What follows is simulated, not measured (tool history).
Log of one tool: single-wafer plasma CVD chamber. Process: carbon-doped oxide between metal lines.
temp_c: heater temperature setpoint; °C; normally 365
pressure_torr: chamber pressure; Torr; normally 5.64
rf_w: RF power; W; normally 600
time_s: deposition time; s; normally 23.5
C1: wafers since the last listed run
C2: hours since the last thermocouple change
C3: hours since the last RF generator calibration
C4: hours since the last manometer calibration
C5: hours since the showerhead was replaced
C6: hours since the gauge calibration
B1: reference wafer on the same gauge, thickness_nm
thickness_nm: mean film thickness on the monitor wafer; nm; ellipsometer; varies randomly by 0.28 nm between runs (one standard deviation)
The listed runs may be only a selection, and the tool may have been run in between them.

Run 1, hour 0: usual settings; C1 0; C2 1193.2; C3 1498.4; C4 3046.2; C5 5260; C6 494.5; B1 122.953. Result: thickness_nm 113.357 nm.
Run 2, hour 10.4: usual settings; C1 281; C2 1203.6; C3 1508.8; C4 3056.6; C5 5270.4; C6 504.9; B1 122.908. Result: thickness_nm 113.493 nm.
At hour 14.6: gauge calibrated.
At hour 21.7: RF generator calibrated.
At hour 27.2: capacitance manometer re-zeroed and calibrated.
Run 3, hour 27.7: usual settings; C1 102; C2 1220.9; C3 6; C4 0.5; C5 5287.7; C6 13.1; B1 123.078. Result: thickness_nm 118.06 nm.
Run 4, hour 28.7: usual settings but temp_c 354 °C, rf_w 575 W; C1 27; C2 1221.9; C3 7; C4 1.5; C5 5288.7; C6 14.1; B1 123.049. Result: thickness_nm 118.348 nm.
Run 5, hour 44.8: usual settings but temp_c 354 °C, rf_w 575 W; C1 436; C2 1238; C3 23.1; C4 17.6; C5 5304.8; C6 30.2; B1 122.966. Result: thickness_nm 118.037 nm.
Run 6, hour 61.3: usual settings; C1 447; C2 1254.5; C3 39.6; C4 34.1; C5 5321.3; C6 46.7; B1 123.04. Result: thickness_nm 118.501 nm.
Run 7, hour 75.1: usual settings but temp_c 370 °C, time_s 21.2 s; C1 374; C2 1268.3; C3 53.4; C4 47.9; C5 5335.1; C6 60.5; B1 123.066. Result: thickness_nm 105.254 nm.
Run 8, hour 115.2: usual settings but time_s 25.7 s; C1 1087; C2 1308.4; C3 93.5; C4 88; C5 5375.2; C6 100.6; B1 123.043. Result: thickness_nm 127.759 nm.
Run 9, hour 125.7: usual settings but pressure_torr 6.74 Torr, rf_w 665 W; C1 284; C2 1318.9; C3 104; C4 98.5; C5 5385.7; C6 111.1; B1 122.929. Result: thickness_nm 128.342 nm.
Run 10, hour 135.3: usual settings but temp_c 371 °C; C1 260; C2 1328.5; C3 113.6; C4 108.1; C5 5395.3; C6 120.7; B1 123.061. Result: thickness_nm 115.915 nm.
Run 11, hour 143.2: usual settings; C1 214; C2 1336.4; C3 121.5; C4 116; C5 5403.2; C6 128.6; B1 122.982. Result: thickness_nm 116.805 nm.
Run 12, hour 157.8: usual settings but time_s 22.3 s; C1 395; C2 1351; C3 136.1; C4 130.6; C5 5417.8; C6 143.2; B1 123.021. Result: thickness_nm 111.396 nm.
Run 13, hour 171.1: usual settings but temp_c 360 °C, pressure_torr 4.76 Torr, rf_w 540 W, time_s 28.1 s; C1 360; C2 1364.3; C3 149.4; C4 143.9; C5 5431.1; C6 156.5; B1 122.977. Result: thickness_nm 127.656 nm.
Run 14, hour 180.2: usual settings but pressure_torr 6.06 Torr; C1 246; C2 1373.4; C3 158.5; C4 153; C5 5440.2; C6 165.6; B1 122.981. Result: thickness_nm 118.386 nm.
Run 15, hour 189.3: usual settings but pressure_torr 4.8 Torr, time_s 26.7 s; C1 246; C2 1382.5; C3 167.6; C4 162.1; C5 5449.3; C6 174.7; B1 122.991. Result: thickness_nm 127.768 nm.
Run 16, hour 196: usual settings; C1 181; C2 1389.2; C3 174.3; C4 168.8; C5 5456; C6 181.4; B1 122.942. Result: thickness_nm 116.617 nm.
Run 17, hour 203.1: usual settings but temp_c 360 °C, pressure_torr 4.62 Torr, rf_w 640 W; C1 192; C2 1396.3; C3 181.4; C4 175.9; C5 5463.1; C6 188.5; B1 122.98. Result: thickness_nm 116.864 nm.
At hour 212.1: showerhead replaced, of another model than before.
Run 18, hour 216.1: usual settings; C1 135; C2 1409.3; C3 194.4; C4 188.9; C5 4; C6 201.5; B1 123.017. Result: thickness_nm 118.007 nm.
At hour 231.8: thermocouple changed; heater temperature recalibrated.
Run 19, hour 232.3: usual settings but rf_w 555 W, time_s 26.4 s; C1 222; C2 0.5; C3 210.6; C4 205.1; C5 20.2; C6 217.7; B1 123.036. Result: thickness_nm 128.765 nm.
Run 20, hour 281.1: usual settings but temp_c 374 °C, pressure_torr 5.15 Torr; C1 1322; C2 49.3; C3 259.4; C4 253.9; C5 69; C6 266.5; B1 122.983. Result: thickness_nm 114.222 nm.
Run 21, hour 293.2: usual settings but temp_c 371 °C, rf_w 550 W; C1 328; C2 61.4; C3 271.5; C4 266; C5 81.1; C6 278.6; B1 123.073. Result: thickness_nm 112.755 nm.
Run 22, hour 308.1: usual settings; C1 403; C2 76.3; C3 286.4; C4 280.9; C5 96; C6 293.5; B1 123.081. Result: thickness_nm 117.488 nm.
Run 23, hour 323: usual settings but rf_w 490 W; C1 403; C2 91.2; C3 301.3; C4 295.8; C5 110.9; C6 308.4; B1 122.937. Result: thickness_nm 110.917 nm.
Run 24, hour 331.5: usual settings but temp_c 360 °C, rf_w 685 W, time_s 19.9 s; C1 230; C2 99.7; C3 309.8; C4 304.3; C5 119.4; C6 316.9; B1 122.992. Result: thickness_nm 104.938 nm.
Run 25, hour 342.7: usual settings but temp_c 376 °C, pressure_torr 4.72 Torr, time_s 20.8 s; C1 303; C2 110.9; C3 321; C4 315.5; C5 130.6; C6 328.1; B1 122.882. Result: thickness_nm 99.585 nm.

Run 26 comes next. What will it give?
Run 26, hour 350.4: usual settings but temp_c 374 °C; C1 208; C2 118.6; C3 328.7; C4 323.2; C5 138.3; C6 335.8; B1 ?. Result: thickness_nm ?.

{"run 26": {"B1": 123.039, "thickness_nm": 115.141}}
Take away the tool's hidden state, keep the run-to-run variation as it was, and the same run would have given thickness_nm 116.73 nm.

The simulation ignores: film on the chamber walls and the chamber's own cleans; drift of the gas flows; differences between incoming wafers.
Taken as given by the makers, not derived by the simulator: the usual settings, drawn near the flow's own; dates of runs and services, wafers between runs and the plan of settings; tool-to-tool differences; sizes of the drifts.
